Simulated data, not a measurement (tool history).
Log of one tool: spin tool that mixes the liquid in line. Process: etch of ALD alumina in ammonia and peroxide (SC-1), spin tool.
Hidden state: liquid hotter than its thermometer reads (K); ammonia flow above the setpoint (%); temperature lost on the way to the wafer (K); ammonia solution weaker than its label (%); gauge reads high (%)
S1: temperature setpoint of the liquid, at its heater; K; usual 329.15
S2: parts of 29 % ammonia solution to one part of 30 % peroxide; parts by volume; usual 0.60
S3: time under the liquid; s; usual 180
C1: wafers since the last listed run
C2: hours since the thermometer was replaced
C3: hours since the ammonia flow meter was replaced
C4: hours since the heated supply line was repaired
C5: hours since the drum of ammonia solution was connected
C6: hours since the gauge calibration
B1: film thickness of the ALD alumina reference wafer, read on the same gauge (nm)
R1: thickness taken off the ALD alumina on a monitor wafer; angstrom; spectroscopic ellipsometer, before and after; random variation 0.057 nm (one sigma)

run	hour	S1	S2	S3	C1	C2	C3	C4	C5	C6	B1	R1
1	0.0	329.15	0.60	130	0	432.0	1015.3	1084.6	910.9	181.7	140.00	55.3
2	9.1	329.15	0.60	180	63	441.1	1024.4	1093.7	920.0	190.8	139.99	75.7
3	23.0	329.15	0.60	180	96	455.0	1038.3	1107.6	933.9	204.7	140.01	77.4
4	33.7	329.15	0.35	180	74	465.7	1049.0	1118.3	944.6	215.4	140.00	72.9
# hour 42.7: thermometer replaced
# hour 79.3: ammonia flow meter replaced
5	86.1	329.15	0.35	180	351	43.4	6.8	1170.7	997.0	267.8	140.00	72.0
6	97.9	329.15	0.60	180	82	55.2	18.6	1182.5	1008.8	279.6	140.00	75.5
# hour 114.1: new drum of ammonia solution connected
7	114.6	329.15	0.60	180	109	71.9	35.3	1199.2	0.5	296.3	140.00	76.1
8	123.3	337.65	0.85	105	60	80.6	44.0	1207.9	9.2	305.0	139.99	71.4
9	133.1	329.15	0.70	180	68	90.4	53.8	1217.7	19.0	314.8	139.99	76.8
10	146.4	334.15	0.80	150	92	103.7	67.1	1231.0	32.3	328.1	140.00	84.4
# hour 155.6: heated supply line repaired
11	163.0	329.15	0.50	260	108	120.3	83.7	7.4	48.9	344.7	140.01	122.9
12	173.6	329.15	0.30	180	73	130.9	94.3	18.0	59.5	355.3	140.01	81.0
13	184.4	329.15	0.60	180	75	141.7	105.1	28.8	70.3	366.1	140.02	86.4
14	212.4	319.65	0.60	180	195	169.7	133.1	56.8	98.3	394.1	140.01	51.3
15	221.1	322.15	0.70	215	60	178.4	141.8	65.5	107.0	402.8	139.99	72.0
16	231.1	325.15	0.80	135	69	188.4	151.8	75.5	117.0	412.8	139.99	53.3
17	241.4	329.15	0.60	180	71	198.7	162.1	85.8	127.3	423.1	140.01	86.3
# hour 241.5: gauge calibrated
18	251.4	329.15	0.90	180	69	208.7	172.1	95.8	137.3	9.9	140.03	88.6
19	264.1	321.65	0.60	180	88	221.4	184.8	108.5	150.0	22.6	139.98	57.8
20	270.6	336.65	0.60	230	45	227.9	191.3	115.0	156.5	29.1	140.00	158.2
21	282.2	325.65	0.80	260	80	239.5	202.9	126.6	168.1	40.7	140.03	104.6
22	296.1	325.65	0.60	180	96	253.4	216.8	140.5	182.0	54.6	140.01	70.8
23	313.2	329.15	0.60	180	119	270.5	233.9	157.6	199.1	71.7	140.00	85.1
24	321.4	336.65	0.75	150	57	278.7	242.1	165.8	207.3	79.9	139.99	106.8
25	333.4	329.15	0.60	180	83	290.7	254.1	177.8	219.3	91.9	140.00	84.9
26	347.5	329.15	0.60	180	98	304.8	268.2	191.9	233.4	106.0	139.99	85.0

Forecast each of these 3 alternatives for the next run:
A	348.0	329.15	0.60	180	3	305.3	268.7	192.4	233.9	106.5	?	?
B	348.0	329.15	0.35	120	3	305.3	268.7	192.4	233.9	106.5	?	?
C	348.0	323.15	0.60	180	3	305.3	268.7	192.4	233.9	106.5	?	?

run	B1	R1
A	139.99	84.3
B	139.99	53.4
C	139.99	61.0
Without the tool's hidden state the same runs would have given:
run	R1
A	86.0
B	54.5
C	62.3
